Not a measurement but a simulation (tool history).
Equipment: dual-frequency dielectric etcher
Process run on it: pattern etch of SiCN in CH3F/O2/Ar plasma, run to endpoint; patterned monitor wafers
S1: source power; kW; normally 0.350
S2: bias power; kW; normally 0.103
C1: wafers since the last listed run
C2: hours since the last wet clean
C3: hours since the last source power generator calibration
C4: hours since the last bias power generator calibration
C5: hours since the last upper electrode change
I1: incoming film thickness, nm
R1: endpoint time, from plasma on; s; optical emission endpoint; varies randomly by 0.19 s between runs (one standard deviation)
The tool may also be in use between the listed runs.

run,hour,S1,S2,C1,C2,C3,C4,C5,I1,R1
1,0.0,0.400,0.085,0,232.4,3460.3,3733.0,3481.1,10.49,25.7
2,21.2,0.400,0.085,331,253.6,3481.5,3754.2,3502.3,10.59,25.9
3,41.5,0.400,0.085,317,273.9,3501.8,3774.5,3522.6,10.41,25.7
4,74.6,0.350,0.103,517,307.0,3534.9,3807.6,3555.7,10.55,25.9
5,91.1,0.350,0.103,258,323.5,3551.4,3824.1,3572.2,10.55,25.8
6,104.0,0.350,0.119,201,336.4,3564.3,3837.0,3585.1,10.50,24.6
7,139.3,0.350,0.119,552,371.7,3599.6,3872.3,3620.4,10.55,24.5
8,166.7,0.420,0.103,428,399.1,3627.0,3899.7,3647.8,10.57,23.9
9,190.3,0.350,0.103,369,422.7,3650.6,3923.3,3671.4,10.49,25.5
10,218.8,0.350,0.103,445,451.2,3679.1,3951.8,3699.9,10.50,25.5
11,243.2,0.350,0.103,381,475.6,3703.5,3976.2,3724.3,10.53,25.4
12,257.0,0.350,0.103,215,489.4,3717.3,3990.0,3738.1,10.49,25.3
13,277.4,0.350,0.096,319,509.8,3737.7,4010.4,3758.5,10.54,25.8
14,300.0,0.350,0.096,353,532.4,3760.3,4033.0,3781.1,10.44,25.7
15,331.9,0.350,0.096,498,564.3,3792.2,4064.9,3813.0,10.39,25.5
# hour 370.4: wet clean of the chamber
16,370.9,0.350,0.103,234,0.5,3831.2,4103.9,3852.0,10.49,26.7
17,378.3,0.300,0.103,115,7.9,3838.6,4111.3,3859.4,10.53,28.2
# hour 402.9: bias power generator calibrated
# hour 421.1: upper electrode replaced
18,421.6,0.420,0.091,329,51.2,3881.9,18.7,0.5,10.51,25.8
19,429.0,0.350,0.127,115,58.6,3889.3,26.1,7.9,10.32,24.5
20,444.7,0.410,0.085,245,74.3,3905.0,41.8,23.6,10.55,26.5
21,461.4,0.320,0.095,261,91.0,3921.7,58.5,40.3,10.55,28.0
# hour 486.5: source power generator calibrated
22,492.7,0.390,0.113,427,122.3,6.2,89.8,71.6,10.60,25.2
23,525.8,0.270,0.091,517,155.4,39.3,122.9,104.7,10.50,29.7
24,547.7,0.430,0.127,342,177.3,61.2,144.8,126.6,10.54,23.3
25,569.8,0.400,0.085,345,199.4,83.3,166.9,148.7,10.51,26.6
26,595.7,0.350,0.103,405,225.3,109.2,192.8,174.6,10.40,25.8
27,628.1,0.420,0.110,506,257.7,141.6,225.2,207.0,10.56,24.3
28,654.4,0.350,0.103,411,284.0,167.9,251.5,233.3,10.49,25.5
29,674.2,0.380,0.103,309,303.8,187.7,271.3,253.1,10.53,25.1
30,703.9,0.290,0.096,464,333.5,217.4,301.0,282.8,10.59,28.2
31,731.4,0.350,0.103,430,361.0,244.9,328.5,310.3,10.57,26.2
32,762.9,0.280,0.110,492,392.5,276.4,360.0,341.8,10.49,27.2

3 options for the next run, each taken on its own from the tool as it stands now. Forecast them:
A,763.3,0.350,0.103,6,392.9,276.8,360.4,342.2,10.60,?
B,763.3,0.430,0.084,6,392.9,276.8,360.4,342.2,10.60,?
C,763.3,0.270,0.082,6,392.9,276.8,360.4,342.2,10.60,?

run,R1
A,25.8
B,25.2
C,30.1
With no hidden state in the tool, these same runs would have given:
run,R1
A,26.7
B,26.1
C,31.1

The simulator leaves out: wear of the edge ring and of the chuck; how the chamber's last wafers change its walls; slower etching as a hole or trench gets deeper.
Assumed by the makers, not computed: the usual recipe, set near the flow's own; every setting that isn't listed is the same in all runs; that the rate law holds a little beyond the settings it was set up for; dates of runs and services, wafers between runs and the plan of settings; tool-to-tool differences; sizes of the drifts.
